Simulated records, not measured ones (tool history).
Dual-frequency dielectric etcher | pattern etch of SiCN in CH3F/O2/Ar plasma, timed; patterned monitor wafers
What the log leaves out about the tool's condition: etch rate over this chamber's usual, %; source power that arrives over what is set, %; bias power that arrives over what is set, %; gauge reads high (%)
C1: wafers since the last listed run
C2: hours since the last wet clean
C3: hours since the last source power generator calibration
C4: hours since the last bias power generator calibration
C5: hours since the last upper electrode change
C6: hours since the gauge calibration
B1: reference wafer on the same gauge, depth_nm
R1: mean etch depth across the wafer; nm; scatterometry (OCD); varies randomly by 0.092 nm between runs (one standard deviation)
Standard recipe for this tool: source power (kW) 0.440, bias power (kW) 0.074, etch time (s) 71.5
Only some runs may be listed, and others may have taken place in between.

run 1 hour=0.0 | source_power_(kW)=0.440 bias_power_(kW)=0.074 etch_time_(s)=71.5 | C1=0 C2=276.4 C3=165.0 C4=3523.4 C5=1613.9 C6=788.3 | B1=28.48 | R1=27.01
run 2 hour=26.4 | source_power_(kW)=0.440 bias_power_(kW)=0.074 etch_time_(s)=71.5 | C1=433 C2=302.8 C3=191.4 C4=3549.8 C5=1640.3 C6=814.7 | B1=28.50 | R1=26.91
run 3 hour=91.5 | source_power_(kW)=0.440 bias_power_(kW)=0.074 etch_time_(s)=71.5 | C1=1068 C2=367.9 C3=256.5 C4=3614.9 C5=1705.4 C6=879.8 | B1=28.51 | R1=26.92
run 4 hour=153.5 | source_power_(kW)=0.440 bias_power_(kW)=0.074 etch_time_(s)=71.5 | C1=1018 C2=429.9 C3=318.5 C4=3676.9 C5=1767.4 C6=941.8 | B1=28.50 | R1=26.91
-- hour=207.3 wet clean of the chamber
run 5 hour=207.8 | source_power_(kW)=0.440 bias_power_(kW)=0.074 etch_time_(s)=71.5 | C1=497 C2=0.5 C3=372.8 C4=3731.2 C5=1821.7 C6=996.1 | B1=28.50 | R1=26.80
run 6 hour=318.0 | source_power_(kW)=0.440 bias_power_(kW)=0.074 etch_time_(s)=71.5 | C1=1809 C2=110.7 C3=483.0 C4=3841.4 C5=1931.9 C6=1106.3 | B1=28.49 | R1=26.89
run 7 hour=350.4 | source_power_(kW)=0.440 bias_power_(kW)=0.074 etch_time_(s)=71.5 | C1=532 C2=143.1 C3=515.4 C4=3873.8 C5=1964.3 C6=1138.7 | B1=28.50 | R1=26.81
-- hour=368.0 gauge calibrated
run 8 hour=415.6 | source_power_(kW)=0.440 bias_power_(kW)=0.074 etch_time_(s)=53.5 | C1=1070 C2=208.3 C3=580.6 C4=3939.0 C5=2029.5 C6=47.6 | B1=28.47 | R1=20.01
run 9 hour=482.8 | source_power_(kW)=0.370 bias_power_(kW)=0.086 etch_time_(s)=52.5 | C1=1103 C2=275.5 C3=647.8 C4=4006.2 C5=2096.7 C6=114.8 | B1=28.48 | R1=19.41
run 10 hour=508.3 | source_power_(kW)=0.340 bias_power_(kW)=0.074 etch_time_(s)=79.5 | C1=418 C2=301.0 C3=673.3 C4=4031.7 C5=2122.2 C6=140.3 | B1=28.48 | R1=26.96
run 11 hour=550.8 | source_power_(kW)=0.440 bias_power_(kW)=0.074 etch_time_(s)=71.5 | C1=697 C2=343.5 C3=715.8 C4=4074.2 C5=2164.7 C6=182.8 | B1=28.50 | R1=26.51
run 12 hour=594.1 | source_power_(kW)=0.370 bias_power_(kW)=0.090 etch_time_(s)=81.5 | C1=710 C2=386.8 C3=759.1 C4=4117.5 C5=2208.0 C6=226.1 | B1=28.50 | R1=30.79
run 13 hour=641.7 | source_power_(kW)=0.390 bias_power_(kW)=0.074 etch_time_(s)=71.5 | C1=781 C2=434.4 C3=806.7 C4=4165.1 C5=2255.6 C6=273.7 | B1=28.52 | R1=25.55
run 14 hour=677.7 | source_power_(kW)=0.440 bias_power_(kW)=0.074 etch_time_(s)=71.5 | C1=591 C2=470.4 C3=842.7 C4=4201.1 C5=2291.6 C6=309.7 | B1=28.49 | R1=26.80
-- hour=723.8 upper electrode replaced
-- hour=747.8 bias power generator calibrated
run 15 hour=748.8 | source_power_(kW)=0.360 bias_power_(kW)=0.074 etch_time_(s)=80.0 | C1=707 C2=541.5 C3=913.8 C4=1.0 C5=25.0 C6=380.8 | B1=28.49 | R1=28.35
-- hour=785.1 wet clean of the chamber
run 16 hour=785.6 | source_power_(kW)=0.440 bias_power_(kW)=0.086 etch_time_(s)=71.5 | C1=210 C2=0.5 C3=950.6 C4=37.8 C5=61.8 C6=417.6 | B1=28.44 | R1=28.77
run 17 hour=838.0 | source_power_(kW)=0.400 bias_power_(kW)=0.074 etch_time_(s)=71.5 | C1=860 C2=52.9 C3=1003.0 C4=90.2 C5=114.2 C6=470.0 | B1=28.50 | R1=26.29
run 18 hour=889.4 | source_power_(kW)=0.360 bias_power_(kW)=0.084 etch_time_(s)=71.5 | C1=843 C2=104.3 C3=1054.4 C4=141.6 C5=165.6 C6=521.4 | B1=28.54 | R1=26.43
run 19 hour=935.5 | source_power_(kW)=0.440 bias_power_(kW)=0.074 etch_time_(s)=82.0 | C1=756 C2=150.4 C3=1100.5 C4=187.7 C5=211.7 C6=567.5 | B1=28.51 | R1=31.26
run 20 hour=959.9 | source_power_(kW)=0.440 bias_power_(kW)=0.065 etch_time_(s)=83.0 | C1=400 C2=174.8 C3=1124.9 C4=212.1 C5=236.1 C6=591.9 | B1=28.54 | R1=29.94
run 21 hour=1021.6 | source_power_(kW)=0.440 bias_power_(kW)=0.091 etch_time_(s)=71.5 | C1=1013 C2=236.5 C3=1186.6 C4=273.8 C5=297.8 C6=653.6 | B1=28.51 | R1=29.26
run 22 hour=1071.8 | source_power_(kW)=0.550 bias_power_(kW)=0.058 etch_time_(s)=62.0 | C1=824 C2=286.7 C3=1236.8 C4=324.0 C5=348.0 C6=703.8 | B1=28.48 | R1=23.45
run 23 hour=1142.4 | source_power_(kW)=0.440 bias_power_(kW)=0.074 etch_time_(s)=71.5 | C1=1159 C2=357.3 C3=1307.4 C4=394.6 C5=418.6 C6=774.4 | B1=28.50 | R1=27.11
run 24 hour=1178.7 | source_power_(kW)=0.440 bias_power_(kW)=0.074 etch_time_(s)=71.5 | C1=596 C2=393.6 C3=1343.7 C4=430.9 C5=454.9 C6=810.7 | B1=28.46 | R1=27.21
run 25 hour=1242.6 | source_power_(kW)=0.470 bias_power_(kW)=0.074 etch_time_(s)=51.0 | C1=1049 C2=457.5 C3=1407.6 C4=494.8 C5=518.8 C6=874.6 | B1=28.46 | R1=19.82
run 26 hour=1287.7 | source_power_(kW)=0.440 bias_power_(kW)=0.074 etch_time_(s)=71.5 | C1=740 C2=502.6 C3=1452.7 C4=539.9 C5=563.9 C6=919.7 | B1=28.53 | R1=27.17
run 27 hour=1320.7 | source_power_(kW)=0.400 bias_power_(kW)=0.056 etch_time_(s)=57.5 | C1=541 C2=535.6 C3=1485.7 C4=572.9 C5=596.9 C6=952.7 | B1=28.51 | R1=18.95
run 28 hour=1350.2 | source_power_(kW)=0.440 bias_power_(kW)=0.066 etch_time_(s)=55.5 | C1=484 C2=565.1 C3=1515.2 C4=602.4 C5=626.4 C6=982.2 | B1=28.49 | R1=20.15
-- hour=1405.9 wet clean of the chamber
run 29 hour=1408.7 | source_power_(kW)=0.490 bias_power_(kW)=0.074 etch_time_(s)=80.5 | C1=566 C2=2.8 C3=1573.7 C4=660.9 C5=684.9 C6=1040.7 | B1=28.49 | R1=31.69

Entry by entry between the runs, the difference in hidden state between the last listed run before and the first listed run after:
Runs 4 to 5: wet clean of the chamber (hour 207.3)
  source power that arrives over what is set, %: -1.87 -> -2.09; bias power that arrives over what is set, %: -5.2 -> -5.28
  measured result minus the result with no hidden state, R1: -0.74 -> -0.77 nm
Runs 7 to 8: gauge calibrated (hour 368.0)
  source power that arrives over what is set, %: -2.61 -> -2.82; bias power that arrives over what is set, %: -5.47 -> -5.55
  measured result minus the result with no hidden state, R1: -0.85 -> -0.65 nm
Runs 14 to 15: upper electrode replaced (hour 723.8); bias power generator calibrated (hour 747.8)
  source power that arrives over what is set, %: -3.52 -> -3.67; bias power that arrives over what is set, %: -5.91 -> 0.0444
  measured result minus the result with no hidden state, R1: -1.00 -> -0.40 nm
Runs 15 to 16: wet clean of the chamber (hour 785.1)
  source power that arrives over what is set, %: -3.67 -> -3.75; bias power that arrives over what is set, %: 0.0444 -> -0.00489
  measured result minus the result with no hidden state, R1: -0.40 -> -0.42 nm
Runs 28 to 29: wet clean of the chamber (hour 1405.9)
  source power that arrives over what is set, %: -4.59 -> -4.65; bias power that arrives over what is set, %: -0.761 -> -0.839
  measured result minus the result with no hidden state, R1: -0.43 -> -0.68 nm
